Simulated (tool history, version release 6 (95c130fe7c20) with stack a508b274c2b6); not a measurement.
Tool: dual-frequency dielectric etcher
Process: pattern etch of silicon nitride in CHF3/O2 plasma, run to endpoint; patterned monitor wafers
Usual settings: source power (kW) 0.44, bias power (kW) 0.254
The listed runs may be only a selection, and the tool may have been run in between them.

| run | hour | source power (kW) | bias power (kW) | wafers since the last listed run | hours since the last wet clean | hours since the last source power generator calibration | hours since the last bias power generator calibration | hours since the last upper electrode change | incoming incoming film thickness, nm | endpoint time (s) |
|---|---|---|---|---|---|---|---|---|---|---|
| 1 | 0 | 0.44 | 0.295 | 0 | 246.5 | 1572.7 | 2057.7 | 6226 | 112.1 | 70.7 |
| 2 | 28.6 | 0.44 | 0.295 | 475 | 275.1 | 1601.3 | 2086.3 | 6254.6 | 111.7 | 70.4 |
| 3 | 63.6 | 0.44 | 0.254 | 581 | 310.1 | 1636.3 | 2121.3 | 6289.6 | 112.8 | 75 |
|  | 103.7 | wet clean of the chamber |
| 4 | 121.9 | 0.44 | 0.254 | 569 | 18.2 | 1694.6 | 2179.6 | 6347.9 | 113.1 | 72.8 |
| 5 | 156.8 | 0.44 | 0.254 | 579 | 53.1 | 1729.5 | 2214.5 | 6382.8 | 111.4 | 72.3 |
| 6 | 188.6 | 0.44 | 0.254 | 528 | 84.9 | 1761.3 | 2246.3 | 6414.6 | 112.7 | 72.9 |
| 7 | 216.9 | 0.44 | 0.254 | 470 | 113.2 | 1789.6 | 2274.6 | 6442.9 | 112.1 | 73.1 |
|  | 256.9 | upper electrode replaced |
| 8 | 260.1 | 0.44 | 0.254 | 318 | 156.4 | 1832.8 | 2317.8 | 3.2 | 110.9 | 72.1 |
| 9 | 276.2 | 0.44 | 0.254 | 267 | 172.5 | 1848.9 | 2333.9 | 19.3 | 112.3 | 73.1 |
| 10 | 299.7 | 0.44 | 0.228 | 390 | 196 | 1872.4 | 2357.4 | 42.8 | 111.9 | 75.2 |
| 11 | 324 | 0.44 | 0.228 | 403 | 220.3 | 1896.7 | 2381.7 | 67.1 | 112.9 | 76.2 |
| 12 | 358.4 | 0.44 | 0.254 | 571 | 254.7 | 1931.1 | 2416.1 | 101.5 | 111.1 | 73.3 |
|  | 411.7 | source power generator calibrated |
| 13 | 446.1 | 0.44 | 0.254 | 1390 | 342.4 | 34.4 | 2503.8 | 189.2 | 112.3 | 74.5 |
|  | 475.6 | wet clean of the chamber |
| 14 | 476.1 | 0.44 | 0.254 | 99 | 0.5 | 64.4 | 2533.8 | 219.2 | 111.6 | 72.1 |
| 15 | 490.5 | 0.44 | 0.295 | 239 | 14.9 | 78.8 | 2548.2 | 233.6 | 112 | 70.3 |
|  | 527.4 | bias power generator calibrated |
| 16 | 527.9 | 0.36 | 0.19 | 554 | 52.3 | 116.2 | 0.5 | 271 | 112.2 | 89.1 |
| 17 | 557.7 | 0.44 | 0.254 | 494 | 82.1 | 146 | 30.3 | 300.8 | 111.7 | 73.5 |
| 18 | 577.6 | 0.54 | 0.218 | 330 | 102 | 165.9 | 50.2 | 320.7 | 112.4 | 67.9 |
| 19 | 598.3 | 0.53 | 0.306 | 343 | 122.7 | 186.6 | 70.9 | 341.4 | 112.3 | 63 |
| 20 | 628.2 | 0.34 | 0.231 | 496 | 152.6 | 216.5 | 100.8 | 371.3 | 112.3 | 89.7 |
| 21 | 657.3 | 0.36 | 0.289 | 483 | 181.7 | 245.6 | 129.9 | 400.4 | 112.5 | 81 |
| 22 | 677.8 | 0.53 | 0.271 | 340 | 202.2 | 266.1 | 150.4 | 420.9 | 112.3 | 65.2 |
| 23 | 706.4 | 0.36 | 0.254 | 475 | 230.8 | 294.7 | 179 | 449.5 | 112.2 | 84.4 |
| 24 | 727.3 | 0.53 | 0.312 | 347 | 251.7 | 315.6 | 199.9 | 470.4 | 111.8 | 63 |
| 25 | 751.8 | 0.33 | 0.213 | 406 | 276.2 | 340.1 | 224.4 | 494.9 | 111.7 | 93.9 |
| 26 | 778.3 | 0.38 | 0.281 | 440 | 302.7 | 366.6 | 250.9 | 521.4 | 111.8 | 79.7 |
| 27 | 801.7 | 0.44 | 0.254 | 388 | 326.1 | 390 | 274.3 | 544.8 | 112 | 75.2 |
| 28 | 825.4 | 0.44 | 0.289 | 393 | 349.8 | 413.7 | 298 | 568.5 | 112.3 | 72.2 |

Take each entry between the runs: how does the hidden state at the last listed run before it differ from the hidden state at the first listed run after it?
From run 3 to run 4: wet clean of the chamber (hour 103.7)
  etch rate over this chamber's usual, %: -2.24 -> -0.124
  the result without the hidden state subtracted from the measured one, endpoint time (s): +1.7 -> +0
From run 7 to run 8: upper electrode replaced (hour 256.9)
  etch rate over this chamber's usual, %: -0.871 -> -1.21
  the result without the hidden state subtracted from the measured one, endpoint time (s): +0.7 -> +0.8
From run 12 to run 13: source power generator calibrated (hour 411.7)
  etch rate over this chamber's usual, %: -1.98 -> -2.68
  the result without the hidden state subtracted from the measured one, endpoint time (s): +1.5 -> +2
From run 13 to run 14: wet clean of the chamber (hour 475.6)
  etch rate over this chamber's usual, %: -2.68 -> -0.761
  the result without the hidden state subtracted from the measured one, endpoint time (s): +2 -> +0.6
From run 15 to run 16: bias power generator calibrated (hour 527.4)
  etch rate over this chamber's usual, %: -0.875 -> -1.17
  the result without the hidden state subtracted from the measured one, endpoint time (s): +0.6 -> +1
